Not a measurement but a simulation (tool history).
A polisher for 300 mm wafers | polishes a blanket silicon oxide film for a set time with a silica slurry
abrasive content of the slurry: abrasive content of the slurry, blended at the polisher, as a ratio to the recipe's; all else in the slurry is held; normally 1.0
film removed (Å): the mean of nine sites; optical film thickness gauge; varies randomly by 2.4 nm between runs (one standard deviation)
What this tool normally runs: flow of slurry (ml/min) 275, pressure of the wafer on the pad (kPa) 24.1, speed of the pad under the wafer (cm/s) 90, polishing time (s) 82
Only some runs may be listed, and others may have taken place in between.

run	hour	flow of slurry (ml/min)	pressure of the wafer on the pad (kPa)	speed of the pad under the wafer (cm/s)	abrasive content of the slurry	polishing time (s)	wafers since the last listed run	wafers polished on this pad	hours since the slurry nozzle was cleaned	hours since the head pressure was calibrated	hours since the slurry blender was calibrated	hours since the conditioning disc was replaced	incoming thickness of the incoming film, nm	film removed (Å)
1	0.0	275	24.1	106	1.0	82	0	2150	645.7	593.9	365.8	93.3	1323.9	2141
# hour 23.9: slurry blender recalibrated
# hour 63.7: worn pad replaced by a new one
2	65.8	275	24.1	90	1.0	82	646	22	711.5	659.7	41.9	159.1	1347.1	1924
# hour 117.0: slurry nozzle cleaned
3	122.9	275	24.1	90	1.0	82	606	629	5.9	716.8	99.0	216.2	1320.0	2022
# hour 139.7: conditioning disc replaced and pad reconditioned
4	217.3	275	24.1	90	1.0	82	999	1628	100.3	811.2	193.4	77.6	1347.3	2073
5	268.4	275	24.1	90	1.0	82	552	2181	151.4	862.3	244.5	128.7	1297.8	2051
# hour 331.3: worn pad replaced by a new one
6	359.6	275	24.1	90	1.0	68	943	306	242.6	953.5	335.7	219.9	1318.9	1667
7	431.1	275	24.1	90	1.0	82	773	1079	314.1	1025.0	407.2	291.4	1340.9	2032
# hour 442.6: conditioning disc replaced and pad reconditioned
# hour 447.8: slurry blender recalibrated
8	495.9	275	24.1	90	1.0	82	657	1737	378.9	1089.8	48.1	53.3	1306.2	2001
9	537.7	275	24.1	90	1.0	82	452	2189	420.7	1131.6	89.9	95.1	1317.3	1953
# hour 594.5: worn pad replaced by a new one
10	624.9	275	24.1	90	1.0	82	900	329	507.9	1218.8	177.1	182.3	1303.6	1948
# hour 645.5: head pressure recalibrated
11	682.3	275	24.1	104	0.9	82	599	928	565.3	36.8	234.5	239.7	1306.3	2030
# hour 685.1: conditioning disc replaced and pad reconditioned
# hour 761.5: slurry nozzle cleaned
12	762.0	275	24.1	72	1.0	98	829	1758	0.5	116.5	314.2	76.9	1332.5	2161
# hour 835.8: slurry blender recalibrated
13	847.0	275	24.1	90	1.0	82	897	2656	85.5	201.5	11.2	161.9	1300.8	2052
# hour 889.8: worn pad replaced by a new one
14	922.9	275	24.1	114	0.7	109	777	358	161.4	277.4	87.1	237.8	1314.1	2549
# hour 981.0: conditioning disc replaced and pad reconditioned
15	1011.6	275	24.1	90	1.0	82	938	1296	250.1	366.1	175.8	30.6	1317.3	2037
16	1091.6	275	24.1	90	1.0	103	865	2162	330.1	446.1	255.8	110.6	1319.4	2525
17	1197.6	275	24.1	90	1.0	95	1146	3308	436.1	552.1	361.8	216.6	1324.1	2344

Forecast run 18:
# hour 1201.9: worn pad replaced by a new one
# hour 1216.6: conditioning disc replaced and pad reconditioned
# hour 1216.8: slurry blender recalibrated
18	1285.5	275	31.0	122	1.2	70	883	880	524.0	640.0	68.7	68.9	1306.3	?

film removed (Å): 2893
Without the tool's hidden state the same run would have given film removed (Å) 3004.

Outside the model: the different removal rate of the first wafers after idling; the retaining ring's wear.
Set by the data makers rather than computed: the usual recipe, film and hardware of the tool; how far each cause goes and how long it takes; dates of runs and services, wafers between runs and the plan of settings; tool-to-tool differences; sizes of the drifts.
